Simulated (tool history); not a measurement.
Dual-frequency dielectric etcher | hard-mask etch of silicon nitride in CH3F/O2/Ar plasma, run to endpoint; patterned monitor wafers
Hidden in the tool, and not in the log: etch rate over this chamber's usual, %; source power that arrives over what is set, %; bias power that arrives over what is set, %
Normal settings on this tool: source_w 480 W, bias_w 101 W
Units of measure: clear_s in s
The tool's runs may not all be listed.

run	hour	source_w	bias_w	wafers since the last listed run	hours since the last wet clean	hours since the last source power generator calibration	hours since the last bias power generator calibration	hours since the last upper electrode change	incoming incoming film thickness, nm	clear_s
1	0.0	480	101	0	238.4	2208.5	2607.6	4697.8	40.12	50.2
2	26.3	480	101	184	264.7	2234.8	2633.9	4724.1	40.11	50.2
3	48.4	480	101	155	286.8	2256.9	2656.0	4746.2	40.16	50.5
4	83.9	520	101	249	322.3	2292.4	2691.5	4781.7	39.93	48.1
5	106.2	520	101	156	344.6	2314.7	2713.8	4804.0	40.25	48.9
6	121.8	560	115	109	360.2	2330.3	2729.4	4819.6	39.80	43.2
7	152.7	560	115	216	391.1	2361.2	2760.3	4850.5	40.26	44.7
8	178.9	560	115	183	417.3	2387.4	2786.5	4876.7	39.77	45.1
9	205.3	450	101	185	443.7	2413.8	2812.9	4903.1	40.30	51.8
10	228.5	450	101	162	466.9	2437.0	2836.1	4926.3	40.32	52.6
11	260.0	450	101	221	498.4	2468.5	2867.6	4957.8	40.29	52.1
12	287.5	480	101	193	525.9	2496.0	2895.1	4985.3	39.69	50.1
13	321.8	480	101	240	560.2	2530.3	2929.4	5019.6	39.94	51.0
14	339.6	480	101	124	578.0	2548.1	2947.2	5037.4	40.14	51.1
15	358.1	480	101	129	596.5	2566.6	2965.7	5055.9	39.98	51.4
# hour 362.4: bias power generator calibrated
16	378.1	480	101	112	616.5	2586.6	15.7	5075.9	40.39	52.4
17	406.0	580	125	195	644.4	2614.5	43.6	5103.8	39.95	43.5
# hour 436.6: source power generator calibrated
18	438.9	420	85	202	677.3	2.3	76.5	5136.7	39.62	59.5
# hour 480.9: wet clean of the chamber
19	481.4	410	113	129	0.5	44.8	119.0	5179.2	40.53	50.6
20	489.9	380	81	59	9.0	53.3	127.5	5187.7	39.93	60.0
# hour 529.0: upper electrode replaced
21	529.5	410	101	109	48.6	92.9	167.1	0.5	39.49	52.3
22	553.2	480	101	166	72.3	116.6	190.8	24.2	39.79	48.8
23	578.5	480	101	177	97.6	141.9	216.1	49.5	39.95	49.0
24	604.7	550	108	183	123.8	168.1	242.3	75.7	39.93	44.5
25	617.3	440	87	88	136.4	180.7	254.9	88.3	40.28	55.3
26	634.0	600	123	117	153.1	197.4	271.6	105.0	39.78	41.4
27	655.8	530	80	153	174.9	219.2	293.4	126.8	40.17	52.3
28	683.5	450	101	194	202.6	246.9	321.1	154.5	39.87	50.8
29	707.2	590	89	166	226.3	270.6	344.8	178.2	40.08	48.2
30	740.9	450	101	236	260.0	304.3	378.5	211.9	40.12	52.0

Consider 3 possible next runs. They are alternatives, not a sequence: every one starts from the tool as it was left by run 30. What does each give?
A	741.3	480	101	2	260.4	304.7	378.9	212.3	39.91	?
B	741.3	430	101	2	260.4	304.7	378.9	212.3	39.91	?
C	741.3	400	122	2	260.4	304.7	378.9	212.3	39.91	?

run	clear_s
A	50.0
B	52.4
C	49.7
With no hidden state in the tool, these same runs would have given:
run	clear_s
A	48.6
B	51.0
C	48.4
